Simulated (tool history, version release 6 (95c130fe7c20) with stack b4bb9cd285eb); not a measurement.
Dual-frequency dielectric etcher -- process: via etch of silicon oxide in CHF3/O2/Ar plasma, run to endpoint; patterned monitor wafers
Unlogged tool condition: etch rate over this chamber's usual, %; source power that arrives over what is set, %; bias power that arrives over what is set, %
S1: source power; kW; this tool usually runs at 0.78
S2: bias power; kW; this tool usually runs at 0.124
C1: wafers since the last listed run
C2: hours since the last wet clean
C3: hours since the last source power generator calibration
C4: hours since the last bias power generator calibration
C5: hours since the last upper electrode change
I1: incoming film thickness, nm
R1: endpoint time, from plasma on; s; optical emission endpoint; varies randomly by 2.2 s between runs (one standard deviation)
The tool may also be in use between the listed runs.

run,day,S1,S2,C1,C2,C3,C4,C5,I1,R1
1,0,0.78,0.124,0,529.7,3329.3,3914,1743.2,732.3,400.1
# day 1.646: wet clean of the chamber
# day 3.683: source power generator calibrated
2,3.85,0.78,0.124,236,52.9,4,4006.4,1835.6,730.6,409.7
3,4.438,0.78,0.124,51,67,18.1,4020.5,1849.7,734.2,411.2
4,5.362,0.78,0.124,81,89.2,40.3,4042.7,1871.9,736,410.5
5,6.462,0.78,0.124,96,115.6,66.7,4069.1,1898.3,737.3,408
6,7.929,0.78,0.124,129,150.8,101.9,4104.3,1933.5,736.3,409.1
7,9.1,0.91,0.124,103,178.9,130,4132.4,1961.6,731.4,371.5
8,11.467,0.91,0.124,208,235.7,186.8,4189.2,2018.4,732.5,368.1
9,12.6,0.78,0.145,99,262.9,214,4216.4,2045.6,736.3,385.6
10,13.842,0.78,0.145,109,292.7,243.8,4246.2,2075.4,735.8,385.2
11,14.788,0.83,0.124,83,315.4,266.5,4268.9,2098.1,728.4,387.4
12,15.867,0.85,0.154,94,341.3,292.4,4294.8,2124,730.8,355.1
13,16.983,0.78,0.151,98,368.1,319.2,4321.6,2150.8,736.3,379.6
14,17.717,0.86,0.133,64,385.7,336.8,4339.2,2168.4,730.5,367
15,18.862,0.78,0.135,100,413.2,364.3,4366.7,2195.9,729.4,392
16,19.654,0.78,0.103,69,432.2,383.3,4385.7,2214.9,738.7,427.2
17,20.446,0.78,0.124,69,451.2,402.3,4404.7,2233.9,727.2,398.3
# day 21.225: bias power generator calibrated
18,21.246,0.62,0.152,55,470.4,421.5,0.5,2253.1,733.2,429.9
19,22.479,0.78,0.124,108,500,451.1,30.1,2282.7,729.9,397.6
20,23.342,0.63,0.11,75,520.7,471.8,50.8,2303.4,728.6,478
# day 24.6: wet clean of the chamber
21,24.621,0.78,0.115,24,0.5,502.5,81.5,2334.1,727.9,418.3
22,24.779,0.65,0.101,13,4.3,506.3,85.3,2337.9,735.3,495.8
# day 25.817: upper electrode replaced
23,26.25,0.68,0.133,41,39.6,541.6,120.6,10.4,730.9,434.7
24,27.062,0.88,0.149,71,59.1,561.1,140.1,29.9,730.9,360.9
25,28.062,0.78,0.124,88,83.1,585.1,164.1,53.9,731.3,408.7
26,28.625,0.78,0.097,49,96.6,598.6,177.6,67.4,736.6,443.8
27,29.717,0.78,0.124,96,122.8,624.8,203.8,93.6,728.6,403.8
28,31.046,0.67,0.124,116,154.7,656.7,235.7,125.5,739.7,451.3
29,31.688,0.65,0.093,56,170.1,672.1,251.1,140.9,736.7,499.8
30,32.538,0.78,0.124,74,190.5,692.5,271.5,161.3,727.1,403.2
31,33.892,0.67,0.113,119,223,725,304,193.8,737.7,460.8
32,34.979,0.78,0.124,95,249.1,751.1,330.1,219.9,725.3,400.5
33,35.483,0.68,0.124,44,261.2,763.2,342.2,232,729.8,436.3
34,36.408,0.6,0.153,81,283.4,785.4,364.4,254.2,726.1,441.8
35,37.333,0.93,0.096,81,305.6,807.6,386.6,276.4,732.9,395.5

Each run again, without the hidden state but with its own random variation kept:
run,R1
1,409.8
2,411.5
3,413.3
4,413
5,411
6,412.8
7,375.4
8,373
9,391.1
10,391.3
11,393.9
12,361.6
13,387
14,374.5
15,400.5
16,436.8
17,407.6
18,440.3
19,407.8
20,490.7
21,417.6
22,495.2
23,434.8
24,361.4
25,409.7
26,445.2
27,405.5
28,453.9
29,503
30,406.2
31,465
32,404.7
33,441
34,447.1
35,400.6
